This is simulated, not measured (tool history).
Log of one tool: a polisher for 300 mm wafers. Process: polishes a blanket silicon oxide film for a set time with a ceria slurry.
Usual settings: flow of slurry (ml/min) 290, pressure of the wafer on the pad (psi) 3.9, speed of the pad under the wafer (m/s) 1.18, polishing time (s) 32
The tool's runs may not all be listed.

run    hour  flow of slurry (ml/min)  pressure of the wafer on the pad (psi)  speed of the pad under the wafer (m/s)  polishing time (s)  incoming thickness of the incoming film, nm  film removed (Å)
  1     0.0                      290                                     3.9                                    1.18                  32                                       1016.0              2381
        0.1  -- worn pad replaced by a new one
  2    43.8                      290                                     3.9                                    1.18                  32                                       1037.4              2384
  3    87.4                      290                                     3.1                                    1.18                  32                                       1019.3              1999
  4   152.1                      290                                     3.1                                    1.18                  32                                       1005.8              1976
  5   186.6                      290                                     3.1                                    1.18                  32                                       1009.9              1944
  6   216.0                      290                                     3.9                                    1.18                  40                                       1026.2              2939
      249.9  -- worn pad replaced by a new one
  7   250.4                      290                                     3.9                                    1.18                  40                                       1037.1              2935
  8   283.4                      290                                     3.9                                    1.18                  32                                        999.1              2347
  9   354.9                      290                                     3.9                                    1.18                  32                                       1030.3              2353
 10   416.7                      290                                     3.9                                    1.18                  32                                       1028.9              2336
      505.5  -- worn pad replaced by a new one
 11   506.0                      290                                     3.9                                    1.18                  32                                       1032.6              2275
 12   578.9                      290                                     4.8                                    1.18                  32                                       1018.9              2753
 13   616.6                      290                                     3.9                                    1.18                  32                                       1023.1              2308
 14   668.8                      325                                     3.9                                    1.18                  32                                       1008.1              2282
      727.3  -- slurry nozzle cleaned
 15   734.2                      350                                     3.9                                    1.18                  32                                       1006.4              2282
 16   797.5                      365                                     2.9                                    0.94                  24                                       1024.4              1173
      828.9  -- worn pad replaced by a new one
      835.4  -- head pressure recalibrated
 17   839.7                      290                                     3.9                                    0.80                  32                                       1030.0              1897
 18   892.3                      290                                     3.0                                    1.18                  23                                       1038.3              1415
 19   923.5                      375                                     3.5                                    1.18                  29                                       1032.2              2056
 20   963.5                      210                                     3.9                                    1.58                  32                                       1003.6              2882
 21   999.3                      290                                     3.9                                    1.18                  32                                       1017.1              2446
 22  1061.1                      290                                     3.9                                    1.18                  32                                       1024.3              2372
     1105.6  -- worn pad replaced by a new one
 23  1122.6                      290                                     3.4                                    0.96                  38                                       1013.5              2219
 24  1178.6                      290                                     3.9                                    1.42                  32                                       1014.4              2687
 25  1244.2                      290                                     3.9                                    1.18                  32                                       1016.0              2373
 26  1270.1                      360                                     5.3                                    1.34                  42                                       1017.3              4454
 27  1304.2                      290                                     3.9                                    1.02                  32                                       1024.1              2185
 28  1358.2                      290                                     3.3                                    1.18                  32                                       1023.0              2104
     1362.9  -- worn pad replaced by a new one
 29  1407.7                      290                                     3.9                                    1.18                  32                                       1037.7              2325

Forecast each of these 3 alternatives for the next run:
  A  1408.1                      290                                     3.9                                    1.18                  32                                       1005.7                 ?
  B  1408.1                      375                                     4.7                                    1.18                  22                                       1005.7                 ?
  C  1408.1                      290                                     3.9                                    1.02                  29                                       1005.7                 ?

run  film removed (Å)
  A              2358
  B              1922
  C              1949
Without the tool's hidden state the same runs would have given:
run  film removed (Å)
  A              2383
  B              1942
  C              1969

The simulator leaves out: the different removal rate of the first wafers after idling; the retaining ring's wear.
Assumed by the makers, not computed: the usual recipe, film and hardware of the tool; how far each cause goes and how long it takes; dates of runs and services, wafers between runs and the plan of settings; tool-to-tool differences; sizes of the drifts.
